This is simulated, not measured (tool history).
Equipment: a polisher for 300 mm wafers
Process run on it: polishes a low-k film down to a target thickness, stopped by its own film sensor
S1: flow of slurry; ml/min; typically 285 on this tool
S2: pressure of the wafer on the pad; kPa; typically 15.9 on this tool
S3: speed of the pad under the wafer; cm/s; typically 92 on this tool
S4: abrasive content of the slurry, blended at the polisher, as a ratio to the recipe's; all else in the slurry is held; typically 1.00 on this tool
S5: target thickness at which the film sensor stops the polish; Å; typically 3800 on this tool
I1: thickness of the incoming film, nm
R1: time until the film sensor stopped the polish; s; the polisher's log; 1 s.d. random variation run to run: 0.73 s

| run | day | S1 | S2 | S3 | S4 | S5 | I1 | R1 |
|---|---|---|---|---|---|---|---|---|
| 1 | 0.000 | 360 | 15.9 | 92 | 1.00 | 3800 | 417.5 | 89.3 |
|  | 0.342 | worn pad replaced by a new one |
| 2 | 2.975 | 235 | 15.9 | 92 | 1.00 | 3730 | 418.5 | 114.6 |
| 3 | 5.512 | 285 | 15.9 | 92 | 1.00 | 3800 | 405.8 | 63.9 |
|  | 5.629 | head pressure recalibrated |
| 4 | 7.912 | 285 | 15.9 | 92 | 1.00 | 3800 | 415.6 | 90.9 |
| 5 | 9.929 | 220 | 15.9 | 92 | 1.00 | 3800 | 404.3 | 64.6 |
|  | 11.846 | slurry nozzle cleaned |
| 6 | 12.904 | 245 | 15.9 | 92 | 1.00 | 3750 | 411.1 | 88.4 |
| 7 | 14.717 | 215 | 15.9 | 92 | 1.10 | 3800 | 409.6 | 69.8 |
|  | 16.725 | worn pad replaced by a new one |
|  | 16.925 | slurry blender recalibrated |
|  | 17.121 | conditioning disc replaced and pad reconditioned |
| 8 | 22.279 | 200 | 15.9 | 68 | 1.15 | 3760 | 406.8 | 95.3 |
| 9 | 23.433 | 355 | 15.9 | 92 | 0.80 | 3900 | 409.2 | 50.4 |
| 10 | 25.629 | 285 | 15.9 | 92 | 1.00 | 3800 | 416.6 | 90.8 |
| 11 | 26.667 | 285 | 10.3 | 92 | 1.00 | 3800 | 403.7 | 89.7 |
| 12 | 31.046 | 215 | 15.9 | 92 | 1.10 | 3800 | 413.0 | 86.8 |
|  | 31.912 | slurry nozzle cleaned |
|  | 32.525 | slurry blender recalibrated |
| 13 | 33.517 | 220 | 15.9 | 92 | 1.00 | 3800 | 414.5 | 85.7 |
|  | 34.621 | conditioning disc replaced and pad reconditioned |
| 14 | 34.788 | 285 | 15.9 | 114 | 1.25 | 3800 | 403.6 | 43.8 |
|  | 37.558 | worn pad replaced by a new one |
| 15 | 37.579 | 355 | 20.0 | 92 | 1.30 | 3800 | 406.7 | 45.1 |
|  | 39.396 | head pressure recalibrated |
| 16 | 39.992 | 285 | 21.4 | 92 | 1.00 | 3800 | 411.0 | 55.1 |
| 17 | 42.646 | 285 | 18.6 | 92 | 0.75 | 3800 | 415.1 | 81.5 |
| 18 | 44.383 | 285 | 15.9 | 92 | 1.00 | 3890 | 409.8 | 50.7 |
| 19 | 47.367 | 315 | 15.9 | 92 | 0.90 | 3800 | 405.6 | 64.5 |
| 20 | 48.971 | 360 | 15.9 | 64 | 0.75 | 3890 | 407.5 | 68.1 |
| 21 | 50.033 | 285 | 15.9 | 92 | 0.85 | 3800 | 407.5 | 74.4 |
| 22 | 51.350 | 285 | 13.8 | 92 | 1.25 | 3800 | 412.9 | 86.6 |
|  | 51.979 | slurry blender recalibrated |
|  | 52.633 | conditioning disc replaced and pad reconditioned |
| 23 | 53.267 | 235 | 15.9 | 92 | 1.25 | 3800 | 407.0 | 66.0 |
|  | 55.112 | slurry nozzle cleaned |
|  | 55.704 | worn pad replaced by a new one |
| 24 | 55.996 | 285 | 15.9 | 92 | 1.00 | 3800 | 402.4 | 54.3 |

Consider 5 possible next runs. They are alternatives, not a sequence: every one starts from the tool as it was left by run 24. What does each give?
| A | 56.012 | 285 | 15.9 | 76 | 1.00 | 3800 | 406.8 | ? |
| B | 56.012 | 285 | 15.9 | 100 | 1.00 | 3800 | 406.8 | ? |
| C | 56.012 | 285 | 19.3 | 92 | 1.00 | 3710 | 406.8 | ? |
| D | 56.012 | 285 | 15.9 | 102 | 1.25 | 3800 | 406.8 | ? |
| E | 56.012 | 285 | 13.8 | 64 | 1.00 | 3900 | 406.8 | ? |

| run | R1 |
|---|---|
| A | 74.1 |
| B | 59.5 |
| C | 69.8 |
| D | 53.9 |
| E | 61.3 |
Had the tool no hidden state, the same runs would have come out as:
| run | R1 |
|---|---|
| A | 73.5 |
| B | 59.0 |
| C | 69.2 |
| D | 53.4 |
| E | 60.8 |
